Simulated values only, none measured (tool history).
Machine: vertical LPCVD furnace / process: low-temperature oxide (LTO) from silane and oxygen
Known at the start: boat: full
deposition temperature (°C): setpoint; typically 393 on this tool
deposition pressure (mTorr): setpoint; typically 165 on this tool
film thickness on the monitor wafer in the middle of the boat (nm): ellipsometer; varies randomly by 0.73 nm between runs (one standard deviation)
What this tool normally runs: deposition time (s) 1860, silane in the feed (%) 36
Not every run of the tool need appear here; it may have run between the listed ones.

| run | hour | deposition temperature (°C) | deposition pressure (mTorr) | deposition time (s) | silane in the feed (%) | read-back reference wafer on the same gauge, thickness | film thickness on the monitor wafer in the middle of the boat (nm) |
|---|---|---|---|---|---|---|---|
| 1 | 0.0 | 393 | 165 | 1860 | 36 | 141.00 | 180.13 |
| 2 | 41.0 | 393 | 165 | 1860 | 36 | 140.95 | 179.29 |
| 3 | 76.6 | 393 | 165 | 1860 | 36 | 140.97 | 180.81 |
| 4 | 130.7 | 393 | 165 | 1860 | 36 | 140.86 | 181.05 |
| 5 | 182.5 | 393 | 165 | 1860 | 36 | 140.85 | 180.70 |
| 6 | 209.5 | 393 | 165 | 1860 | 36 | 141.03 | 181.15 |
| 7 | 239.9 | 393 | 165 | 1860 | 36 | 140.90 | 180.93 |
| 8 | 301.9 | 393 | 165 | 1860 | 36 | 140.98 | 181.00 |
| 9 | 364.6 | 393 | 165 | 1860 | 39 | 140.92 | 200.47 |
| 10 | 421.2 | 393 | 165 | 1860 | 39 | 140.95 | 201.45 |
|  | 473.5 | gauge calibrated |
|  | 489.5 | pressure gauge zeroed |
| 11 | 491.4 | 393 | 165 | 1860 | 36 | 141.01 | 172.71 |
| 12 | 533.4 | 404 | 165 | 2160 | 36 | 140.84 | 227.42 |
| 13 | 584.9 | 393 | 165 | 1530 | 42 | 140.96 | 173.15 |
| 14 | 617.2 | 393 | 165 | 1860 | 36 | 140.96 | 171.26 |
|  | 659.3 | silane flow controller replaced |
|  | 667.7 | thermocouples replaced and temperature profile calibrated |
| 15 | 674.9 | 387 | 135 | 2490 | 32 | 141.02 | 150.11 |
| 16 | 719.3 | 393 | 165 | 1860 | 36 | 141.05 | 172.63 |
| 17 | 791.2 | 393 | 200 | 1620 | 36 | 141.12 | 182.40 |
| 18 | 848.7 | 401 | 165 | 1860 | 36 | 140.94 | 190.49 |
| 19 | 896.6 | 399 | 165 | 1860 | 36 | 140.96 | 186.15 |
| 20 | 936.0 | 393 | 165 | 2490 | 36 | 141.00 | 230.87 |
| 21 | 963.9 | 393 | 145 | 1860 | 36 | 141.10 | 153.79 |
| 22 | 1021.6 | 393 | 150 | 1860 | 39 | 141.12 | 175.86 |

Here are 4 independent what-if runs from the current tool condition. What would each one return?
| A | 1025.7 | 393 | 165 | 1860 | 36 | ? | ? |
| B | 1025.7 | 402 | 165 | 2370 | 36 | ? | ? |
| C | 1025.7 | 389 | 165 | 2220 | 30 | ? | ? |
| D | 1025.7 | 393 | 200 | 1860 | 31 | ? | ? |

| run | read-back reference wafer on the same gauge, thickness | film thickness on the monitor wafer in the middle of the boat (nm) |
|---|---|---|
| A | 141.05 | 172.46 |
| B | 141.05 | 243.67 |
| C | 141.05 | 151.52 |
| D | 141.05 | 169.36 |
With the hidden condition removed and each run's random variation left untouched, the same runs would have given:
| run | film thickness on the monitor wafer in the middle of the boat (nm) |
|---|---|
| A | 170.90 |
| B | 241.47 |
| C | 150.15 |
| D | 168.10 |
